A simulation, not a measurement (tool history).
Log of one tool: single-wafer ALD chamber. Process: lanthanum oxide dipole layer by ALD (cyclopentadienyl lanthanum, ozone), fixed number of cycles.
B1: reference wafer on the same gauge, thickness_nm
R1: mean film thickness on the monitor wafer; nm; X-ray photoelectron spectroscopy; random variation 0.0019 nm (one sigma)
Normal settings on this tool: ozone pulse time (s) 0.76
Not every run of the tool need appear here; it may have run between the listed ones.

{"run": 1, "hour": 0.0, "ozone pulse time (s)": 0.76, "B1": 0.394, "R1": 0.42}
{"run": 2, "hour": 18.0, "ozone pulse time (s)": 0.76, "B1": 0.394, "R1": 0.418}
{"run": 3, "hour": 25.9, "ozone pulse time (s)": 0.76, "B1": 0.393, "R1": 0.42}
{"run": 4, "hour": 39.6, "ozone pulse time (s)": 0.76, "B1": 0.394, "R1": 0.419}
{"run": 5, "hour": 64.0, "ozone pulse time (s)": 0.76, "B1": 0.394, "R1": 0.415}
{"run": 6, "hour": 70.2, "ozone pulse time (s)": 0.76, "B1": 0.394, "R1": 0.417}
{"run": 7, "hour": 83.6, "ozone pulse time (s)": 0.76, "B1": 0.393, "R1": 0.416}
{"run": 8, "hour": 101.1, "ozone pulse time (s)": 0.76, "B1": 0.394, "R1": 0.42}
{"run": 9, "hour": 110.1, "ozone pulse time (s)": 0.97, "B1": 0.394, "R1": 0.468}
{"run": 10, "hour": 116.9, "ozone pulse time (s)": 0.76, "B1": 0.394, "R1": 0.417}
{"run": 11, "hour": 128.2, "ozone pulse time (s)": 0.76, "B1": 0.394, "R1": 0.42}
{"run": 12, "hour": 136.5, "ozone pulse time (s)": 0.51, "B1": 0.394, "R1": 0.323}
{"run": 13, "hour": 143.1, "ozone pulse time (s)": 0.92, "B1": 0.393, "R1": 0.459}
{"hour": 155.5, "done": "thermocouple changed; heater temperature recalibrated"}
{"run": 14, "hour": 156.9, "ozone pulse time (s)": 0.76, "B1": 0.394, "R1": 0.418}
{"run": 15, "hour": 168.1, "ozone pulse time (s)": 0.76, "B1": 0.393, "R1": 0.42}
{"run": 16, "hour": 182.2, "ozone pulse time (s)": 0.97, "B1": 0.394, "R1": 0.467}
{"run": 17, "hour": 194.4, "ozone pulse time (s)": 0.84, "B1": 0.394, "R1": 0.443}
{"run": 18, "hour": 205.8, "ozone pulse time (s)": 0.76, "B1": 0.394, "R1": 0.417}
{"hour": 232.2, "done": "ozone generator serviced"}
{"run": 19, "hour": 250.7, "ozone pulse time (s)": 0.67, "B1": 0.393, "R1": 0.405}
{"run": 20, "hour": 262.8, "ozone pulse time (s)": 0.96, "B1": 0.395, "R1": 0.477}
{"run": 21, "hour": 269.7, "ozone pulse time (s)": 0.56, "B1": 0.394, "R1": 0.362}
{"hour": 273.4, "done": "gauge calibrated"}
{"hour": 281.5, "done": "showerhead replaced"}
{"run": 22, "hour": 282.0, "ozone pulse time (s)": 1.02, "B1": 0.394, "R1": 0.487}
{"run": 23, "hour": 286.1, "ozone pulse time (s)": 0.9, "B1": 0.394, "R1": 0.462}
{"run": 24, "hour": 300.2, "ozone pulse time (s)": 0.47, "B1": 0.393, "R1": 0.316}
{"run": 25, "hour": 306.7, "ozone pulse time (s)": 0.52, "B1": 0.394, "R1": 0.34}
{"run": 26, "hour": 315.9, "ozone pulse time (s)": 0.57, "B1": 0.394, "R1": 0.364}
{"run": 27, "hour": 325.4, "ozone pulse time (s)": 0.76, "B1": 0.394, "R1": 0.429}
{"run": 28, "hour": 339.1, "ozone pulse time (s)": 0.85, "B1": 0.393, "R1": 0.453}
{"run": 29, "hour": 350.6, "ozone pulse time (s)": 0.99, "B1": 0.393, "R1": 0.479}
{"run": 30, "hour": 359.1, "ozone pulse time (s)": 0.6, "B1": 0.394, "R1": 0.377}
{"run": 31, "hour": 368.7, "ozone pulse time (s)": 0.66, "B1": 0.394, "R1": 0.396}
{"run": 32, "hour": 382.1, "ozone pulse time (s)": 1.05, "B1": 0.393, "R1": 0.487}
{"run": 33, "hour": 388.7, "ozone pulse time (s)": 0.68, "B1": 0.394, "R1": 0.403}
{"run": 34, "hour": 401.9, "ozone pulse time (s)": 0.98, "B1": 0.394, "R1": 0.476}
{"run": 35, "hour": 412.8, "ozone pulse time (s)": 0.58, "B1": 0.393, "R1": 0.365}

3 options for the next run, each taken on its own from the tool as it stands now. Forecast them:
{"run": "A", "hour": 413.2, "ozone pulse time (s)": 0.76, "B1": "?", "R1": "?"}
{"run": "B", "hour": 413.2, "ozone pulse time (s)": 0.61, "B1": "?", "R1": "?"}
{"run": "C", "hour": 413.2, "ozone pulse time (s)": 0.46, "B1": "?", "R1": "?"}

run=A B1=0.394 R1=0.426
run=B B1=0.394 R1=0.376
run=C B1=0.394 R1=0.306
Without the tool's hidden state the same runs would have given:
run=A R1=0.433
run=B R1=0.383
run=C R1=0.313
